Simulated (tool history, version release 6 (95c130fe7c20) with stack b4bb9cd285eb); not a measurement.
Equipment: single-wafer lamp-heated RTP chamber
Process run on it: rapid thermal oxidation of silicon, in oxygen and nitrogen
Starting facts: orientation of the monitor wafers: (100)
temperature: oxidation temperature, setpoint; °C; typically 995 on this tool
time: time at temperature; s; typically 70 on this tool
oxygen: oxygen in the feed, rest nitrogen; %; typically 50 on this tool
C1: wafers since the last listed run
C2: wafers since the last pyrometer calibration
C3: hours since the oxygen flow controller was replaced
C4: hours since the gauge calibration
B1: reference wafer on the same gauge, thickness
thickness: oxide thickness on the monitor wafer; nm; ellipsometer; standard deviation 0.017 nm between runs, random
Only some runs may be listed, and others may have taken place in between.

{"run": 1, "hour": 0.0, "temperature": 995, "time": 48, "oxygen": 63, "C1": 0, "C2": 3981, "C3": 2925.5, "C4": 61.3, "B1": 4.44, "thickness": 4.637}
{"run": 2, "hour": 27.8, "temperature": 995, "time": 48, "oxygen": 63, "C1": 108, "C2": 4090, "C3": 2953.3, "C4": 89.1, "B1": 4.443, "thickness": 4.613}
{"run": 3, "hour": 44.0, "temperature": 995, "time": 58, "oxygen": 50, "C1": 63, "C2": 4153, "C3": 2969.5, "C4": 105.3, "B1": 4.438, "thickness": 4.645}
{"run": 4, "hour": 59.4, "temperature": 995, "time": 58, "oxygen": 50, "C1": 60, "C2": 4213, "C3": 2984.9, "C4": 120.7, "B1": 4.442, "thickness": 4.63}
{"run": 5, "hour": 78.2, "temperature": 995, "time": 58, "oxygen": 50, "C1": 73, "C2": 4286, "C3": 3003.7, "C4": 139.5, "B1": 4.435, "thickness": 4.656}
{"run": 6, "hour": 99.4, "temperature": 1010, "time": 70, "oxygen": 50, "C1": 82, "C2": 4369, "C3": 3024.9, "C4": 160.7, "B1": 4.436, "thickness": 5.582}
{"hour": 157.0, "done": "oxygen flow controller replaced"}
{"run": 7, "hour": 168.5, "temperature": 1010, "time": 70, "oxygen": 50, "C1": 238, "C2": 4608, "C3": 11.5, "C4": 229.8, "B1": 4.436, "thickness": 5.563}
{"run": 8, "hour": 201.3, "temperature": 1010, "time": 70, "oxygen": 50, "C1": 128, "C2": 4736, "C3": 44.3, "C4": 262.6, "B1": 4.437, "thickness": 5.564}
{"run": 9, "hour": 213.6, "temperature": 1002, "time": 70, "oxygen": 50, "C1": 48, "C2": 4784, "C3": 56.6, "C4": 274.9, "B1": 4.434, "thickness": 5.297}
{"hour": 217.6, "done": "gauge calibrated"}
{"run": 10, "hour": 242.1, "temperature": 995, "time": 70, "oxygen": 50, "C1": 111, "C2": 4895, "C3": 85.1, "C4": 24.5, "B1": 4.439, "thickness": 5.023}
{"run": 11, "hour": 269.6, "temperature": 995, "time": 70, "oxygen": 41, "C1": 107, "C2": 5002, "C3": 112.6, "C4": 52.0, "B1": 4.434, "thickness": 4.7}
{"hour": 280.3, "done": "pyrometer window cleaned and pyrometer calibrated"}
{"run": 12, "hour": 300.6, "temperature": 995, "time": 46, "oxygen": 50, "C1": 89, "C2": 79, "C3": 143.6, "C4": 83.0, "B1": 4.44, "thickness": 3.957}
{"run": 13, "hour": 314.4, "temperature": 995, "time": 50, "oxygen": 50, "C1": 53, "C2": 133, "C3": 157.4, "C4": 96.8, "B1": 4.436, "thickness": 4.075}
{"run": 14, "hour": 339.6, "temperature": 972, "time": 100, "oxygen": 50, "C1": 98, "C2": 231, "C3": 182.6, "C4": 122.0, "B1": 4.436, "thickness": 4.659}
{"run": 15, "hour": 353.2, "temperature": 995, "time": 36, "oxygen": 50, "C1": 53, "C2": 284, "C3": 196.2, "C4": 135.6, "B1": 4.439, "thickness": 3.62}

Expected results for the next run?
{"run": 16, "hour": 385.8, "temperature": 980, "time": 70, "oxygen": 50, "C1": 127, "C2": 411, "C3": 228.8, "C4": 168.2, "B1": "?", "thickness": "?"}

B1: 4.440
thickness: 4.273 nm
With the hidden condition absent and the run-to-run variation left alone, this run would have shown thickness 4.191 nm.

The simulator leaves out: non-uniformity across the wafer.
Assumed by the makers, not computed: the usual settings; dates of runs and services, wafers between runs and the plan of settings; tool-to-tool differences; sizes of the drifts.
